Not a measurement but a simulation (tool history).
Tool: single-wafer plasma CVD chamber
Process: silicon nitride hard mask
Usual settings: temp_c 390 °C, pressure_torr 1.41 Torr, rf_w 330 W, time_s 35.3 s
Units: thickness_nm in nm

run,hour,temp_c,pressure_torr,rf_w,time_s,"read-back reference wafer on the same gauge, thickness_nm",thickness_nm
1,0,390,1.25,330,35.3,35.427,37.185
2,12,390,1.25,330,35.3,35.426,37.277
3,39.4,390,1.41,350,35.3,35.382,40.108
4,65.2,380,1.41,330,35.3,35.407,39.438
5,97.4,390,1.41,330,35.3,35.398,39.42
6,205.1,390,1.41,330,35.3,35.377,38.876
7,217.8,390,1.41,330,35.3,35.387,39.035
8,230.2,378,1.41,330,35.3,35.409,39.407
9,257.4,378,1.41,330,35.3,35.368,39.15
10,272,378,1.41,330,35.3,35.393,39.123
11,297.8,390,1.41,330,35.3,35.381,38.975
12,312.3,390,1.41,330,35.3,35.388,38.999
13,337.7,390,1.41,330,35.3,35.384,39.057
# hour 370.7: showerhead replaced
14,431.1,390,1.41,330,35.3,35.407,38.971
# hour 446.9: RF generator calibrated
15,453.9,390,1.22,330,35.3,35.411,36.637
# hour 483.6: capacitance manometer re-zeroed and calibrated
# hour 503: gauge calibrated
16,527.8,394,1.19,330,35.3,35.403,36.262
# hour 542.9: thermocouple changed; heater temperature recalibrated
17,604.1,390,1.18,365,39.6,35.402,42.581
18,636.4,390,1.41,350,35.3,35.398,40.083
19,661.2,402,1.1,330,29.2,35.381,29.043
20,674.4,383,1.06,300,31,35.392,29.065
21,695.4,402,1.41,280,35.3,35.409,35.594
22,731,390,1.55,330,35.3,35.38,40.45
23,749.7,390,1.26,330,39.3,35.421,41.822
24,762.8,390,1.41,330,35.3,35.393,38.982
25,786.8,390,1.41,390,35.3,35.412,42.091
26,803,390,1.41,330,35.3,35.413,39.034
27,827.5,403,1.41,265,35.3,35.391,34.725
28,843.1,390,1.22,330,35.3,35.395,36.654

3 ways to go on from here, each from the tool as it stands after run 28. What would each give?
A,843.5,401,1.41,330,35.3,?,?
B,843.5,403,1.09,350,33.1,?,?
C,843.5,390,1.14,305,35.3,?,?

run,"read-back reference wafer on the same gauge, thickness_nm",thickness_nm
A,35.416,38.734
B,35.416,33.45
C,35.416,34.299
Without the tool's hidden state the same runs would have given:
run,thickness_nm
A,38.734
B,33.45
C,34.299
